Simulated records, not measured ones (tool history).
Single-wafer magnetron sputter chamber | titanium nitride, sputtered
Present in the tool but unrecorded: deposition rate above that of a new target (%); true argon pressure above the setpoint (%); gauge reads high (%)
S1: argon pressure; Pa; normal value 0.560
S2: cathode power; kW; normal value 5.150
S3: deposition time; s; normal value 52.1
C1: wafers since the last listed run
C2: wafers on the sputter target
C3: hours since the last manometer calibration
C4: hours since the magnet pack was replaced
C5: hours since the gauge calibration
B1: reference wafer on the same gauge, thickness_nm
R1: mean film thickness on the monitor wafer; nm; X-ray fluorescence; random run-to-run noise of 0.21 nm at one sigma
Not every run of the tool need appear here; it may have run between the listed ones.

Run 1, hour 0.0: usual settings; C1 0; C2 2783; C3 1025.3; C4 4622.8; C5 509.3; B1 49.868. Result: R1 49.848 nm.
Run 2, hour 56.6: usual settings; C1 566; C2 3349; C3 1081.9; C4 4679.4; C5 565.9; B1 49.923. Result: R1 49.302 nm.
Run 3, hour 100.4: usual settings; C1 438; C2 3787; C3 1125.7; C4 4723.2; C5 609.7; B1 49.835. Result: R1 49.322 nm.
At hour 135.9: sputter target and shields replaced.
Run 4, hour 246.8: usual settings but S2 5.900 kW; C1 1384; C2 1109; C3 1272.1; C4 4869.6; C5 756.1; B1 49.863. Result: R1 58.244 nm.
Run 5, hour 292.8: usual settings but S2 5.900 kW; C1 460; C2 1570; C3 1318.1; C4 4915.6; C5 802.1; B1 49.672. Result: R1 57.368 nm.
Run 6, hour 354.6: usual settings; C1 618; C2 2188; C3 1379.9; C4 4977.4; C5 863.9; B1 49.799. Result: R1 50.402 nm.
Run 7, hour 386.7: usual settings; C1 321; C2 2509; C3 1412.0; C4 5009.5; C5 896.0; B1 49.792. Result: R1 50.148 nm.
Run 8, hour 412.8: usual settings; C1 261; C2 2770; C3 1438.1; C4 5035.6; C5 922.1; B1 49.752. Result: R1 50.069 nm.
Run 9, hour 444.1: usual settings but S3 44.0 s; C1 313; C2 3083; C3 1469.4; C4 5066.9; C5 953.4; B1 49.750. Result: R1 42.160 nm.
Run 10, hour 481.2: usual settings but S3 44.0 s; C1 371; C2 3454; C3 1506.5; C4 5104.0; C5 990.5; B1 49.841. Result: R1 41.998 nm.
Run 11, hour 547.4: usual settings but S2 4.150 kW, S3 49.6 s; C1 662; C2 4117; C3 1572.7; C4 5170.2; C5 1056.7; B1 49.831. Result: R1 37.936 nm.
Run 12, hour 601.1: usual settings but S1 0.381 Pa; C1 537; C2 4654; C3 1626.4; C4 5223.9; C5 1110.4; B1 49.760. Result: R1 53.945 nm.
At hour 633.9: sputter target and shields replaced.
Run 13, hour 659.3: usual settings but S1 0.381 Pa; C1 502; C2 254; C3 1684.6; C4 5282.1; C5 1168.6; B1 49.858. Result: R1 55.962 nm.
Run 14, hour 725.3: usual settings; C1 660; C2 914; C3 1750.6; C4 5348.1; C5 1234.6; B1 49.712. Result: R1 50.738 nm.
Run 15, hour 765.0: usual settings; C1 397; C2 1311; C3 1790.3; C4 5387.8; C5 1274.3; B1 49.817. Result: R1 51.033 nm.
Run 16, hour 795.4: usual settings; C1 304; C2 1616; C3 1820.7; C4 5418.2; C5 1304.7; B1 49.901. Result: R1 50.389 nm.
Run 17, hour 862.5: usual settings; C1 671; C2 2287; C3 1887.8; C4 5485.3; C5 1371.8; B1 49.778. Result: R1 49.879 nm.
Run 18, hour 920.8: usual settings but S1 0.629 Pa, S2 6.350 kW, S3 58.5 s; C1 583; C2 2870; C3 1946.1; C4 5543.6; C5 1430.1; B1 49.825. Result: R1 67.161 nm.
Run 19, hour 978.5: usual settings but S1 0.461 Pa, S2 6.200 kW; C1 577; C2 3447; C3 2003.8; C4 5601.3; C5 1487.8; B1 49.851. Result: R1 63.165 nm.
At hour 1003.6: gauge calibrated.
At hour 1035.5: magnet pack replaced, of another model than before.
At hour 1036.9: sputter target and shields replaced.
Run 20, hour 1037.4: usual settings but S1 0.364 Pa, S2 6.000 kW, S3 45.5 s; C1 494; C2 4; C3 2062.7; C4 1.9; C5 33.8; B1 49.844. Result: R1 55.463 nm.
Run 21, hour 1083.2: usual settings but S3 44.0 s; C1 458; C2 462; C3 2108.5; C4 47.7; C5 79.6; B1 49.773. Result: R1 42.709 nm.
Run 22, hour 1128.2: usual settings; C1 450; C2 913; C3 2153.5; C4 92.7; C5 124.6; B1 49.875. Result: R1 50.891 nm.
Run 23, hour 1178.6: usual settings but S3 61.8 s; C1 504; C2 1417; C3 2203.9; C4 143.1; C5 175.0; B1 49.816. Result: R1 60.345 nm.
Run 24, hour 1238.1: usual settings but S1 0.337 Pa, S2 6.250 kW, S3 47.2 s; C1 595; C2 2012; C3 2263.4; C4 202.6; C5 234.5; B1 49.814. Result: R1 59.823 nm.
Run 25, hour 1299.4: usual settings but S1 0.407 Pa; C1 613; C2 2625; C3 2324.7; C4 263.9; C5 295.8; B1 49.799. Result: R1 53.282 nm.
Run 26, hour 1327.0: usual settings but S1 0.429 Pa; C1 276; C2 2901; C3 2352.3; C4 291.5; C5 323.4; B1 49.832. Result: R1 52.196 nm.
At hour 1341.6: capacitance manometer re-zeroed and calibrated.
Run 27, hour 1387.7: usual settings but S1 0.360 Pa; C1 527; C2 3429; C3 46.1; C4 352.2; C5 384.1; B1 49.819. Result: R1 53.612 nm.
Run 28, hour 1454.6: usual settings; C1 669; C2 4098; C3 113.0; C4 419.1; C5 451.0; B1 49.891. Result: R1 49.432 nm.
At hour 1519.3: sputter target and shields replaced.
Run 29, hour 1519.8: usual settings but S1 0.454 Pa, S2 5.850 kW; C1 572; C2 4; C3 178.2; C4 484.3; C5 516.2; B1 49.812. Result: R1 60.160 nm.
Run 30, hour 1550.1: usual settings but S2 4.150 kW; C1 303; C2 307; C3 208.5; C4 514.6; C5 546.5; B1 49.799. Result: R1 40.865 nm.
Run 31, hour 1604.4: usual settings but S2 4.250 kW; C1 543; C2 851; C3 262.8; C4 568.9; C5 600.8; B1 49.771. Result: R1 41.933 nm.
Run 32, hour 1655.3: usual settings but S1 0.745 Pa, S2 6.350 kW; C1 509; C2 1360; C3 313.7; C4 619.8; C5 651.7; B1 49.693. Result: R1 59.010 nm.
Run 33, hour 1701.0: usual settings but S1 0.463 Pa; C1 457; C2 1817; C3 359.4; C4 665.5; C5 697.4; B1 49.792. Result: R1 52.184 nm.
Run 34, hour 1730.0: usual settings but S1 0.749 Pa, S2 4.100 kW, S3 58.6 s; C1 290; C2 2107; C3 388.4; C4 694.5; C5 726.4; B1 49.775. Result: R1 42.311 nm.

Exercise: give the hidden state of the tool at every run:
true argon pressure above the setpoint (%): 0 on each run
gauge reads high (%): 0 on each run
H1: deposition rate above that of a new target (%)
run      H1
  1   -2.08
  2   -2.67
  3   -3.21
  4  -0.407
  5  -0.617
  6   -1.01
  7   -1.27
  8   -1.51
  9   -1.82
 10   -2.23
 11   -3.09
 12   -3.89
 13  -0.068
 14    -0.2
 15  -0.351
 16  -0.503
 17   -0.95
 18   -1.46
 19   -2.09
 20  -0.183
 21   -0.22
 22  -0.325
 23  -0.526
 24  -0.874
 25   -1.36
 26   -1.62
 27   -2.28
 28   -3.16
 29  -0.245
 30  -0.261
 31  -0.369
 32  -0.561
 33  -0.809
 34      -1
